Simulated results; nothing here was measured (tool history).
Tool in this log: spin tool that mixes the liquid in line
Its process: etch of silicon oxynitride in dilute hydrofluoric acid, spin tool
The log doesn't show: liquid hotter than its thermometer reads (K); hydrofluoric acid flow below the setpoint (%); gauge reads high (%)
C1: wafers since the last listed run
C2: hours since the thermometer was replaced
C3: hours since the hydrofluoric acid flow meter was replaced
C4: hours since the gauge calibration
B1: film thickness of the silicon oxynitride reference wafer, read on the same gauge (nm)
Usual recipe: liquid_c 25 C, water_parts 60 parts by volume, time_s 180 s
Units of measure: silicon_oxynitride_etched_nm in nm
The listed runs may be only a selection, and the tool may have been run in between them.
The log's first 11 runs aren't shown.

Run 12, hour 116.1: usual settings; C1 83; C2 13.3; C3 1136.2; C4 21.3; B1 89.99. Result: silicon_oxynitride_etched_nm 15.9 nm.
Run 13, hour 125.3: usual settings; C1 81; C2 22.5; C3 1145.4; C4 30.5; B1 90. Result: silicon_oxynitride_etched_nm 15.61 nm.
At hour 135.8: hydrofluoric acid flow meter replaced.
Run 14, hour 139.5: usual settings; C1 117; C2 36.7; C3 3.7; C4 44.7; B1 89.99. Result: silicon_oxynitride_etched_nm 16.15 nm.
Run 15, hour 153.3: usual settings but liquid_c 29.5 C, water_parts 70 parts by volume; C1 122; C2 50.5; C3 17.5; C4 58.5; B1 90.01. Result: silicon_oxynitride_etched_nm 16.45 nm.
Run 16, hour 160.5: usual settings but water_parts 80 parts by volume; C1 63; C2 57.7; C3 24.7; C4 65.7; B1 90.01. Result: silicon_oxynitride_etched_nm 11.69 nm.
Run 17, hour 171.8: usual settings but time_s 250 s; C1 100; C2 69; C3 36; C4 77; B1 89.99. Result: silicon_oxynitride_etched_nm 22.17 nm.
Run 18, hour 178.9: usual settings but liquid_c 20 C, water_parts 85 parts by volume; C1 63; C2 76.1; C3 43.1; C4 84.1; B1 89.99. Result: silicon_oxynitride_etched_nm 8.65 nm.
Run 19, hour 196.9: usual settings but water_parts 45 parts by volume; C1 159; C2 94.1; C3 61.1; C4 102.1; B1 89.99. Result: silicon_oxynitride_etched_nm 21.6 nm.
Run 20, hour 205.9: usual settings; C1 79; C2 103.1; C3 70.1; C4 111.1; B1 90. Result: silicon_oxynitride_etched_nm 15.92 nm.
Run 21, hour 218.2: usual settings; C1 109; C2 115.4; C3 82.4; C4 123.4; B1 90. Result: silicon_oxynitride_etched_nm 15.86 nm.
Run 22, hour 226.1: usual settings; C1 70; C2 123.3; C3 90.3; C4 131.3; B1 89.98. Result: silicon_oxynitride_etched_nm 15.99 nm.
Run 23, hour 232.4: usual settings; C1 55; C2 129.6; C3 96.6; C4 137.6; B1 90. Result: silicon_oxynitride_etched_nm 15.93 nm.
Run 24, hour 241.3: usual settings but water_parts 50 parts by volume; C1 79; C2 138.5; C3 105.5; C4 146.5; B1 90.01. Result: silicon_oxynitride_etched_nm 19.68 nm.
Run 25, hour 248.1: usual settings; C1 60; C2 145.3; C3 112.3; C4 153.3; B1 89.99. Result: silicon_oxynitride_etched_nm 16.27 nm.
Run 26, hour 265.7: usual settings; C1 156; C2 162.9; C3 129.9; C4 170.9; B1 90.01. Result: silicon_oxynitride_etched_nm 15.94 nm.
Run 27, hour 282.2: usual settings but time_s 125 s; C1 146; C2 179.4; C3 146.4; C4 187.4; B1 90. Result: silicon_oxynitride_etched_nm 11.39 nm.
Run 28, hour 295.3: usual settings but liquid_c 22 C, water_parts 80 parts by volume; C1 116; C2 192.5; C3 159.5; C4 200.5; B1 90.01. Result: silicon_oxynitride_etched_nm 10.31 nm.
Run 29, hour 307.5: usual settings but liquid_c 28 C, time_s 230 s; C1 108; C2 204.7; C3 171.7; C4 212.7; B1 90.01. Result: silicon_oxynitride_etched_nm 23.91 nm.
Run 30, hour 322.1: usual settings but water_parts 30 parts by volume; C1 129; C2 219.3; C3 186.3; C4 227.3; B1 89.99. Result: silicon_oxynitride_etched_nm 33.3 nm.
Run 31, hour 339.1: usual settings but water_parts 80 parts by volume, time_s 225 s; C1 151; C2 236.3; C3 203.3; C4 244.3; B1 90. Result: silicon_oxynitride_etched_nm 15.14 nm.
Run 32, hour 351.9: usual settings but liquid_c 26.5 C, water_parts 70 parts by volume, time_s 115 s; C1 113; C2 249.1; C3 216.1; C4 257.1; B1 90.01. Result: silicon_oxynitride_etched_nm 9.5 nm.
Run 33, hour 362.1: usual settings but water_parts 80 parts by volume, time_s 245 s; C1 90; C2 259.3; C3 226.3; C4 267.3; B1 90.01. Result: silicon_oxynitride_etched_nm 16.32 nm.
Run 34, hour 377.8: usual settings but water_parts 80 parts by volume, time_s 225 s; C1 139; C2 275; C3 242; C4 283; B1 90.01. Result: silicon_oxynitride_etched_nm 15.16 nm.

Consider 3 possible next runs. They are alternatives, not a sequence: every one starts from the tool as it was left by run 34. What does each give?
Run A, hour 378.3: usual settings but liquid_c 28.5 C; C1 4; C2 275.5; C3 242.5; C4 283.5; B1 ?. Result: silicon_oxynitride_etched_nm ?.
Run B, hour 378.3: usual settings but liquid_c 27.5 C, time_s 240 s; C1 4; C2 275.5; C3 242.5; C4 283.5; B1 ?. Result: silicon_oxynitride_etched_nm ?.
Run C, hour 378.3: usual settings but liquid_c 29.5 C, water_parts 75 parts by volume, time_s 80 s; C1 4; C2 275.5; C3 242.5; C4 283.5; B1 ?. Result: silicon_oxynitride_etched_nm ?.

run  B1  silicon_oxynitride_etched_nm
  A  90                         18.99
  B  90                         24.17
  C  90                          6.96
What these runs would have given with no unlogged condition in the tool:
run  silicon_oxynitride_etched_nm
  A                         18.16
  B                          23.1
  C                          6.66
